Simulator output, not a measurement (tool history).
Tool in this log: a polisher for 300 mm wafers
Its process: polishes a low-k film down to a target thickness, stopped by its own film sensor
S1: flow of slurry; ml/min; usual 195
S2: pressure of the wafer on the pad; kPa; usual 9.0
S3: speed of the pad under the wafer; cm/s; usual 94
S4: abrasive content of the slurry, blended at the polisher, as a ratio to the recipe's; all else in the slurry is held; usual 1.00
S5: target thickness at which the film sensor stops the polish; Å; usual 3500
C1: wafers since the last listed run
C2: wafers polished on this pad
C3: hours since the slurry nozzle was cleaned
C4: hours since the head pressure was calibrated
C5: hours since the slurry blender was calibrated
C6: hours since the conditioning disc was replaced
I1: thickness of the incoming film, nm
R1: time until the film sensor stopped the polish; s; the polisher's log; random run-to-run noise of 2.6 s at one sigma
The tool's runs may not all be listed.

run 1 hour=0.0 | S1=145 S2=9.0 S3=94 S4=1.00 S5=3500 | C1=0 C2=1485 C3=610.7 C4=423.2 C5=64.2 C6=0.5 | I1=387.8 | R1=142.7
-- hour=8.6 slurry nozzle cleaned
-- hour=46.3 head pressure recalibrated
run 2 hour=83.9 | S1=235 S2=9.0 S3=94 S4=1.00 S5=3500 | C1=342 C2=1828 C3=75.3 C4=37.6 C5=148.1 C6=84.4 | I1=390.9 | R1=138.7
run 3 hour=162.1 | S1=235 S2=9.0 S3=94 S4=1.00 S5=3500 | C1=331 C2=2159 C3=153.5 C4=115.8 C5=226.3 C6=162.6 | I1=395.7 | R1=155.6
-- hour=171.8 worn pad replaced by a new one
run 4 hour=211.6 | S1=195 S2=9.0 S3=94 S4=1.00 S5=3500 | C1=192 C2=168 C3=203.0 C4=165.3 C5=275.8 C6=212.1 | I1=391.7 | R1=144.6
run 5 hour=263.1 | S1=195 S2=9.0 S3=94 S4=1.00 S5=3500 | C1=218 C2=386 C3=254.5 C4=216.8 C5=327.3 C6=263.6 | I1=391.3 | R1=146.0
run 6 hour=351.3 | S1=195 S2=9.0 S3=94 S4=1.00 S5=3500 | C1=373 C2=760 C3=342.7 C4=305.0 C5=415.5 C6=351.8 | I1=388.2 | R1=130.1
run 7 hour=427.9 | S1=195 S2=9.0 S3=94 S4=1.00 S5=3500 | C1=324 C2=1084 C3=419.3 C4=381.6 C5=492.1 C6=428.4 | I1=383.1 | R1=118.3
-- hour=450.1 slurry blender recalibrated
-- hour=487.7 conditioning disc replaced and pad reconditioned
-- hour=498.8 slurry nozzle cleaned
-- hour=515.6 head pressure recalibrated
run 8 hour=604.2 | S1=195 S2=9.0 S3=94 S4=0.75 S5=3500 | C1=716 C2=1801 C3=105.4 C4=88.6 C5=154.1 C6=116.5 | I1=387.2 | R1=150.1
-- hour=612.6 worn pad replaced by a new one
run 9 hour=646.5 | S1=195 S2=9.0 S3=94 S4=0.75 S5=3500 | C1=162 C2=143 C3=147.7 C4=130.9 C5=196.4 C6=158.8 | I1=398.0 | R1=190.6
run 10 hour=731.1 | S1=195 S2=9.0 S3=94 S4=1.15 S5=3500 | C1=358 C2=501 C3=232.3 C4=215.5 C5=281.0 C6=243.4 | I1=388.9 | R1=132.4
run 11 hour=832.2 | S1=195 S2=6.9 S3=94 S4=1.00 S5=3500 | C1=428 C2=929 C3=333.4 C4=316.6 C5=382.1 C6=344.5 | I1=393.3 | R1=207.2
run 12 hour=928.2 | S1=195 S2=9.0 S3=72 S4=1.00 S5=3500 | C1=406 C2=1336 C3=429.4 C4=412.6 C5=478.1 C6=440.5 | I1=383.3 | R1=149.2
-- hour=990.0 slurry nozzle cleaned
-- hour=1028.4 slurry blender recalibrated
run 13 hour=1034.4 | S1=195 S2=9.0 S3=94 S4=1.00 S5=3500 | C1=437 C2=1773 C3=44.4 C4=518.8 C5=6.0 C6=546.7 | I1=388.9 | R1=145.1
-- hour=1040.7 conditioning disc replaced and pad reconditioned
-- hour=1078.8 head pressure recalibrated
run 14 hour=1085.0 | S1=235 S2=9.0 S3=94 S4=1.00 S5=3500 | C1=197 C2=1970 C3=95.0 C4=6.2 C5=56.6 C6=44.3 | I1=391.2 | R1=142.4
-- hour=1096.6 worn pad replaced by a new one
run 15 hour=1184.5 | S1=195 S2=9.0 S3=118 S4=1.00 S5=3500 | C1=404 C2=372 C3=194.5 C4=105.7 C5=156.1 C6=143.8 | I1=387.2 | R1=114.6
run 16 hour=1283.8 | S1=195 S2=11.7 S3=102 S4=1.10 S5=3500 | C1=420 C2=792 C3=293.8 C4=205.0 C5=255.4 C6=243.1 | I1=394.2 | R1=106.2
run 17 hour=1355.0 | S1=195 S2=9.0 S3=94 S4=1.00 S5=3500 | C1=301 C2=1094 C3=365.0 C4=276.2 C5=326.6 C6=314.3 | I1=388.0 | R1=136.8
-- hour=1474.5 slurry blender recalibrated
-- hour=1494.4 conditioning disc replaced and pad reconditioned
-- hour=1499.0 slurry nozzle cleaned
run 18 hour=1519.1 | S1=195 S2=9.0 S3=94 S4=1.00 S5=3600 | C1=673 C2=1768 C3=20.1 C4=440.3 C5=44.6 C6=24.7 | I1=389.8 | R1=113.9
run 19 hour=1569.6 | S1=195 S2=10.3 S3=110 S4=1.00 S5=3540 | C1=213 C2=1981 C3=70.6 C4=490.8 C5=95.1 C6=75.2 | I1=389.3 | R1=106.8
-- hour=1595.5 head pressure recalibrated
-- hour=1598.1 worn pad replaced by a new one
run 20 hour=1650.3 | S1=130 S2=5.5 S3=94 S4=1.00 S5=3560 | C1=322 C2=221 C3=151.3 C4=54.8 C5=175.8 C6=155.9 | I1=385.0 | R1=170.3
run 21 hour=1702.2 | S1=195 S2=9.0 S3=94 S4=1.00 S5=3500 | C1=219 C2=440 C3=203.2 C4=106.7 C5=227.7 C6=207.8 | I1=390.7 | R1=143.2
run 22 hour=1743.8 | S1=195 S2=9.0 S3=94 S4=1.00 S5=3500 | C1=176 C2=617 C3=244.8 C4=148.3 C5=269.3 C6=249.4 | I1=391.2 | R1=143.9
run 23 hour=1833.9 | S1=195 S2=9.0 S3=94 S4=1.00 S5=3600 | C1=381 C2=998 C3=334.9 C4=238.4 C5=359.4 C6=339.5 | I1=394.3 | R1=117.3
run 24 hour=1911.7 | S1=195 S2=9.0 S3=74 S4=1.00 S5=3430 | C1=329 C2=1328 C3=412.7 C4=316.2 C5=437.2 C6=417.3 | I1=384.5 | R1=172.7

Each row is a separate what-if for the run after 24, all from the same tool condition, not one after another. Results?
run A hour=1912.2 | S1=195 S2=9.0 S3=102 S4=1.00 S5=3500 | C1=2 C2=1330 C3=413.2 C4=316.7 C5=437.7 C6=417.8 | I1=391.4 | R1=?
run B hour=1912.2 | S1=195 S2=9.0 S3=106 S4=1.00 S5=3500 | C1=2 C2=1330 C3=413.2 C4=316.7 C5=437.7 C6=417.8 | I1=391.4 | R1=?
run C hour=1912.2 | S1=255 S2=7.6 S3=94 S4=1.25 S5=3440 | C1=2 C2=1330 C3=413.2 C4=316.7 C5=437.7 C6=417.8 | I1=391.4 | R1=?
run D hour=1912.2 | S1=215 S2=6.9 S3=126 S4=1.00 S5=3500 | C1=2 C2=1330 C3=413.2 C4=316.7 C5=437.7 C6=417.8 | I1=391.4 | R1=?
run E hour=1912.2 | S1=145 S2=11.7 S3=94 S4=0.70 S5=3410 | C1=2 C2=1330 C3=413.2 C4=316.7 C5=437.7 C6=417.8 | I1=391.4 | R1=?

run=A R1=146.9
run=B R1=143.1
run=C R1=189.7
run=D R1=163.3
run=E R1=170.1
With no hidden state in the tool, these same runs would have given:
run=A R1=141.7
run=B R1=138.0
run=C R1=183.0
run=D R1=157.6
run=E R1=164.1

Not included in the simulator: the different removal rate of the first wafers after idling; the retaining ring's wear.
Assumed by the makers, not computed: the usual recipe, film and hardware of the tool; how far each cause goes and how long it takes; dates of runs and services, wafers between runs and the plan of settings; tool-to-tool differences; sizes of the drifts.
